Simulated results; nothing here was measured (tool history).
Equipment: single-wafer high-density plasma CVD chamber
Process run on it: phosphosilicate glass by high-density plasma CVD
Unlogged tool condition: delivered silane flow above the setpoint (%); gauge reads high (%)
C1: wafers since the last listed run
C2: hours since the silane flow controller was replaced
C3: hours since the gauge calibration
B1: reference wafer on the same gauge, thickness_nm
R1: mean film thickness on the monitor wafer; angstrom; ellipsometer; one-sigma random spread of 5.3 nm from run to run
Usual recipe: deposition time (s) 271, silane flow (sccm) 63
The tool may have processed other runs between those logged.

run 1 hour=0.0 | deposition_time_(s)=271 silane_flow_(sccm)=60 | C1=0 C2=3600.0 C3=413.4 | B1=1439.591 | R1=14231.40
run 2 hour=26.9 | deposition_time_(s)=271 silane_flow_(sccm)=60 | C1=127 C2=3626.9 C3=440.3 | B1=1439.944 | R1=14033.03
run 3 hour=68.9 | deposition_time_(s)=271 silane_flow_(sccm)=57 | C1=199 C2=3668.9 C3=482.3 | B1=1439.865 | R1=13611.66
run 4 hour=111.7 | deposition_time_(s)=271 silane_flow_(sccm)=57 | C1=202 C2=3711.7 C3=525.1 | B1=1439.521 | R1=13610.38
run 5 hour=139.7 | deposition_time_(s)=271 silane_flow_(sccm)=63 | C1=132 C2=3739.7 C3=553.1 | B1=1439.952 | R1=14516.00
run 6 hour=170.8 | deposition_time_(s)=271 silane_flow_(sccm)=63 | C1=147 C2=3770.8 C3=584.2 | B1=1439.810 | R1=14660.63
run 7 hour=222.1 | deposition_time_(s)=271 silane_flow_(sccm)=63 | C1=243 C2=3822.1 C3=635.5 | B1=1440.779 | R1=14588.97
run 8 hour=365.6 | deposition_time_(s)=271 silane_flow_(sccm)=63 | C1=680 C2=3965.6 C3=779.0 | B1=1438.693 | R1=14600.08
run 9 hour=430.4 | deposition_time_(s)=271 silane_flow_(sccm)=63 | C1=307 C2=4030.4 C3=843.8 | B1=1439.062 | R1=14560.96
run 10 hour=472.6 | deposition_time_(s)=271 silane_flow_(sccm)=63 | C1=200 C2=4072.6 C3=886.0 | B1=1439.304 | R1=14486.40
run 11 hour=534.7 | deposition_time_(s)=271 silane_flow_(sccm)=63 | C1=294 C2=4134.7 C3=948.1 | B1=1439.786 | R1=14493.15
-- hour=598.9 silane flow controller replaced
run 12 hour=599.4 | deposition_time_(s)=271 silane_flow_(sccm)=63 | C1=268 C2=0.5 C3=1012.8 | B1=1440.890 | R1=15106.75
run 13 hour=633.4 | deposition_time_(s)=271 silane_flow_(sccm)=63 | C1=161 C2=34.5 C3=1046.8 | B1=1440.657 | R1=15228.33
run 14 hour=699.6 | deposition_time_(s)=271 silane_flow_(sccm)=63 | C1=313 C2=100.7 C3=1113.0 | B1=1439.029 | R1=15121.53
run 15 hour=757.8 | deposition_time_(s)=271 silane_flow_(sccm)=63 | C1=275 C2=158.9 C3=1171.2 | B1=1439.824 | R1=15014.79
run 16 hour=796.0 | deposition_time_(s)=271 silane_flow_(sccm)=63 | C1=181 C2=197.1 C3=1209.4 | B1=1439.101 | R1=15145.70
run 17 hour=856.3 | deposition_time_(s)=246 silane_flow_(sccm)=70 | C1=285 C2=257.4 C3=1269.7 | B1=1438.802 | R1=14791.17
run 18 hour=915.3 | deposition_time_(s)=271 silane_flow_(sccm)=63 | C1=279 C2=316.4 C3=1328.7 | B1=1440.066 | R1=15231.96
run 19 hour=956.3 | deposition_time_(s)=324 silane_flow_(sccm)=73 | C1=194 C2=357.4 C3=1369.7 | B1=1439.167 | R1=20094.73

Run 20 comes next. What will it give?
run 20 hour=1000.3 | deposition_time_(s)=293 silane_flow_(sccm)=59 | C1=208 C2=401.4 C3=1413.7 | B1=? | R1=?

Run 20 yielded B1 1439.124, R1 15677.55 angstrom.
The same run, on a tool lacking any hidden state, would have yielded R1 15751.17 angstrom.
